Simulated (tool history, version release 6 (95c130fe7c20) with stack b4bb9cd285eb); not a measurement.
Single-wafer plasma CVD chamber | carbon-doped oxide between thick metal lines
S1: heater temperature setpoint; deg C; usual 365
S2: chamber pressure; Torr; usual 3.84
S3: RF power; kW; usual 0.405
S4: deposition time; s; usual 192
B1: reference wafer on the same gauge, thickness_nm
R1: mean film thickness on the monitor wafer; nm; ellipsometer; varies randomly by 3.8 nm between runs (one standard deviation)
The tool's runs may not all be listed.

| run | day | S1 | S2 | S3 | S4 | B1 | R1 |
|---|---|---|---|---|---|---|---|
| 1 | 0 | 365 | 3.84 | 0.405 | 192 | 877.472 | 801.772 |
|  | 4.575 | RF generator calibrated |
| 2 | 9.8 | 357 | 3.84 | 0.405 | 192 | 877.195 | 820.737 |
| 3 | 12.554 | 357 | 3.84 | 0.405 | 192 | 876.493 | 816.497 |
|  | 14.712 | capacitance manometer re-zeroed and calibrated |
| 4 | 15.375 | 376 | 3.84 | 0.45 | 192 | 877.084 | 845.136 |
| 5 | 19.333 | 365 | 3.84 | 0.405 | 175 | 877.37 | 739.423 |
| 6 | 23.088 | 365 | 3.84 | 0.45 | 192 | 876.5 | 860.848 |
| 7 | 26.7 | 358 | 3.3 | 0.43 | 179 | 877.31 | 778.01 |
| 8 | 30.25 | 365 | 4.69 | 0.405 | 192 | 876.406 | 833.62 |
| 9 | 33.021 | 378 | 3.54 | 0.405 | 192 | 876.542 | 761.381 |
|  | 33.933 | thermocouple changed; heater temperature recalibrated |
| 10 | 36.904 | 373 | 4.16 | 0.405 | 222 | 876.983 | 922.309 |
| 11 | 40.671 | 365 | 3.84 | 0.405 | 192 | 877.514 | 800.325 |
| 12 | 44.754 | 365 | 3.42 | 0.405 | 192 | 876.435 | 784.324 |
|  | 45.096 | RF generator calibrated |
| 13 | 47.067 | 365 | 4.69 | 0.405 | 192 | 876.392 | 836.778 |
| 14 | 50.854 | 365 | 3.84 | 0.445 | 228 | 878 | 1015.671 |
| 15 | 54.654 | 365 | 3.84 | 0.405 | 192 | 876.942 | 803.014 |
| 16 | 56.3 | 356 | 3.84 | 0.45 | 192 | 876.539 | 873.424 |
| 17 | 58.625 | 352 | 3.84 | 0.405 | 172 | 876.814 | 742.855 |
| 18 | 62.633 | 365 | 3.07 | 0.455 | 167 | 877.389 | 729.426 |
| 19 | 65.829 | 365 | 3.84 | 0.445 | 192 | 877.565 | 846.683 |
| 20 | 68.862 | 365 | 4.47 | 0.405 | 159 | 876.689 | 687.488 |
| 21 | 70.371 | 355 | 3.84 | 0.365 | 169 | 877.155 | 675.98 |
|  | 74.283 | showerhead replaced |
| 22 | 74.438 | 353 | 4.29 | 0.405 | 192 | 876.737 | 841.833 |
|  | 75.517 | capacitance manometer re-zeroed and calibrated |
| 23 | 77.85 | 365 | 3.48 | 0.405 | 160 | 877.059 | 666.756 |
|  | 81.592 | RF generator calibrated |
| 24 | 90.179 | 365 | 3.84 | 0.405 | 192 | 876.494 | 810.318 |
| 25 | 93.312 | 376 | 3.53 | 0.405 | 192 | 876.801 | 774.254 |
| 26 | 97.525 | 378 | 3.54 | 0.405 | 192 | 876.944 | 771.252 |
| 27 | 100.867 | 365 | 2.91 | 0.405 | 192 | 876.89 | 769.271 |
| 28 | 103.975 | 365 | 4.35 | 0.405 | 192 | 877.53 | 820.528 |
| 29 | 108.25 | 365 | 3.84 | 0.345 | 160 | 877.327 | 612.328 |

Branching from run 29: 3 alternative next runs. What would each branch give?
| A | 108.271 | 365 | 3.84 | 0.405 | 192 | ? | ? |
| B | 108.271 | 365 | 3.55 | 0.385 | 192 | ? | ? |
| C | 108.271 | 361 | 3.84 | 0.375 | 192 | ? | ? |

| run | B1 | R1 |
|---|---|---|
| A | 875.888 | 807.466 |
| B | 875.888 | 773.181 |
| C | 875.888 | 779.905 |
What these runs would have given with no unlogged condition in the tool:
| run | R1 |
|---|---|
| A | 817.093 |
| B | 782.329 |
| C | 789.203 |

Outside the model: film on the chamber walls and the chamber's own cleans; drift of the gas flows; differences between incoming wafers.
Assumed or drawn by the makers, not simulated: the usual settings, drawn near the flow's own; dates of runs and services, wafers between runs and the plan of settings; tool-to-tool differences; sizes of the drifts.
